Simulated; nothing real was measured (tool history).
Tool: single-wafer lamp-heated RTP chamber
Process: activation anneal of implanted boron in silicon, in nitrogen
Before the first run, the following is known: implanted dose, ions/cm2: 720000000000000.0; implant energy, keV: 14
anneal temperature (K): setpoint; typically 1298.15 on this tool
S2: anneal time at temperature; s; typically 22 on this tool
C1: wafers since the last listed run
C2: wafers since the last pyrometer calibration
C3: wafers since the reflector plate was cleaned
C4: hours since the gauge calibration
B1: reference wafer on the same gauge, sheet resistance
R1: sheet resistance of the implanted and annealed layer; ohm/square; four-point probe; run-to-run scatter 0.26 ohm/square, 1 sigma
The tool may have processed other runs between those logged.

{"run": 1, "hour": 0.0, "anneal temperature (K)": 1298.15, "S2": 22, "C1": 0, "C2": 4325, "C3": 3306, "C4": 1230.7, "B1": 183.89, "R1": 171.7}
{"run": 2, "hour": 67.1, "anneal temperature (K)": 1298.15, "S2": 22, "C1": 931, "C2": 5256, "C3": 4237, "C4": 1297.8, "B1": 183.96, "R1": 170.6}
{"hour": 120.1, "done": "pyrometer window cleaned and pyrometer calibrated"}
{"run": 3, "hour": 120.6, "anneal temperature (K)": 1298.15, "S2": 22, "C1": 631, "C2": 7, "C3": 4869, "C4": 1351.3, "B1": 183.86, "R1": 171.55}
{"hour": 124.8, "done": "gauge calibrated"}
{"run": 4, "hour": 185.8, "anneal temperature (K)": 1298.15, "S2": 22, "C1": 905, "C2": 912, "C3": 5775, "C4": 61, "B1": 183.95, "R1": 172.34}
{"hour": 270.9, "done": "reflector plate cleaned"}
{"run": 5, "hour": 271.4, "anneal temperature (K)": 1298.15, "S2": 22, "C1": 1077, "C2": 1990, "C3": 6, "C4": 146.6, "B1": 184.12, "R1": 171.6}
{"run": 6, "hour": 368.6, "anneal temperature (K)": 1298.15, "S2": 22, "C1": 1349, "C2": 3340, "C3": 1356, "C4": 243.8, "B1": 184.04, "R1": 171.76}
{"run": 7, "hour": 454.4, "anneal temperature (K)": 1298.15, "S2": 22, "C1": 1191, "C2": 4531, "C3": 2547, "C4": 329.6, "B1": 183.97, "R1": 171.01}
{"run": 8, "hour": 558.1, "anneal temperature (K)": 1298.15, "S2": 22, "C1": 1439, "C2": 5971, "C3": 3987, "C4": 433.3, "B1": 183.89, "R1": 170.66}
{"hour": 617.9, "done": "pyrometer window cleaned and pyrometer calibrated"}
{"run": 9, "hour": 652.7, "anneal temperature (K)": 1298.15, "S2": 22, "C1": 1202, "C2": 482, "C3": 5190, "C4": 527.9, "B1": 183.99, "R1": 172.51}
{"run": 10, "hour": 724.6, "anneal temperature (K)": 1298.15, "S2": 22, "C1": 998, "C2": 1481, "C3": 6188, "C4": 599.8, "B1": 183.99, "R1": 171.76}
{"hour": 778.1, "done": "reflector plate cleaned"}
{"run": 11, "hour": 778.6, "anneal temperature (K)": 1298.15, "S2": 22, "C1": 638, "C2": 2120, "C3": 6, "C4": 653.8, "B1": 183.94, "R1": 171.7}
{"run": 12, "hour": 885.0, "anneal temperature (K)": 1298.15, "S2": 22, "C1": 1477, "C2": 3597, "C3": 1483, "C4": 760.2, "B1": 183.96, "R1": 171.95}
{"run": 13, "hour": 987.3, "anneal temperature (K)": 1298.15, "S2": 22, "C1": 1420, "C2": 5018, "C3": 2904, "C4": 862.5, "B1": 184, "R1": 171.55}
{"run": 14, "hour": 1041.5, "anneal temperature (K)": 1309.15, "S2": 19, "C1": 752, "C2": 5770, "C3": 3657, "C4": 916.7, "B1": 184.04, "R1": 170.68}
{"run": 15, "hour": 1096.0, "anneal temperature (K)": 1298.15, "S2": 18, "C1": 756, "C2": 6527, "C3": 4413, "C4": 971.2, "B1": 184.06, "R1": 171.2}
{"hour": 1106.5, "done": "pyrometer window cleaned and pyrometer calibrated"}
{"run": 16, "hour": 1133.3, "anneal temperature (K)": 1298.15, "S2": 18, "C1": 406, "C2": 371, "C3": 4820, "C4": 1008.5, "B1": 183.96, "R1": 172.29}
{"run": 17, "hour": 1171.3, "anneal temperature (K)": 1286.15, "S2": 26, "C1": 527, "C2": 899, "C3": 5348, "C4": 1046.5, "B1": 183.99, "R1": 172.9}
{"run": 18, "hour": 1210.2, "anneal temperature (K)": 1298.15, "S2": 22, "C1": 540, "C2": 1439, "C3": 5888, "C4": 1085.4, "B1": 184.12, "R1": 172.12}
{"run": 19, "hour": 1258.5, "anneal temperature (K)": 1318.15, "S2": 30, "C1": 670, "C2": 2110, "C3": 6559, "C4": 1133.7, "B1": 184.08, "R1": 169.62}
{"run": 20, "hour": 1344.9, "anneal temperature (K)": 1315.15, "S2": 29, "C1": 1199, "C2": 3309, "C3": 7758, "C4": 1220.1, "B1": 183.98, "R1": 169.3}
{"hour": 1368.4, "done": "reflector plate cleaned"}
{"run": 21, "hour": 1385.8, "anneal temperature (K)": 1308.15, "S2": 16, "C1": 456, "C2": 3766, "C3": 242, "C4": 1261, "B1": 183.94, "R1": 171.56}
{"hour": 1388.2, "done": "gauge calibrated"}
{"run": 22, "hour": 1461.2, "anneal temperature (K)": 1319.15, "S2": 31, "C1": 1046, "C2": 4813, "C3": 1289, "C4": 73, "B1": 184.04, "R1": 169.17}
{"hour": 1545.2, "done": "pyrometer window cleaned and pyrometer calibrated"}
{"run": 23, "hour": 1546.1, "anneal temperature (K)": 1284.15, "S2": 22, "C1": 1067, "C2": 11, "C3": 2357, "C4": 157.9, "B1": 183.91, "R1": 174.16}
{"run": 24, "hour": 1588.1, "anneal temperature (K)": 1274.15, "S2": 22, "C1": 583, "C2": 595, "C3": 2940, "C4": 199.9, "B1": 184.03, "R1": 175.94}
{"run": 25, "hour": 1631.7, "anneal temperature (K)": 1277.15, "S2": 33, "C1": 605, "C2": 1200, "C3": 3545, "C4": 243.5, "B1": 184.03, "R1": 173.83}

Predict the results of run 26:
{"run": 26, "hour": 1715.2, "anneal temperature (K)": 1321.15, "S2": 32, "C1": 1159, "C2": 2360, "C3": 4705, "C4": 327, "B1": "?", "R1": "?"}

B1: 184
R1: 169.02 ohm/square
Without the tool's hidden state the same run would have given R1 169.15 ohm/square.
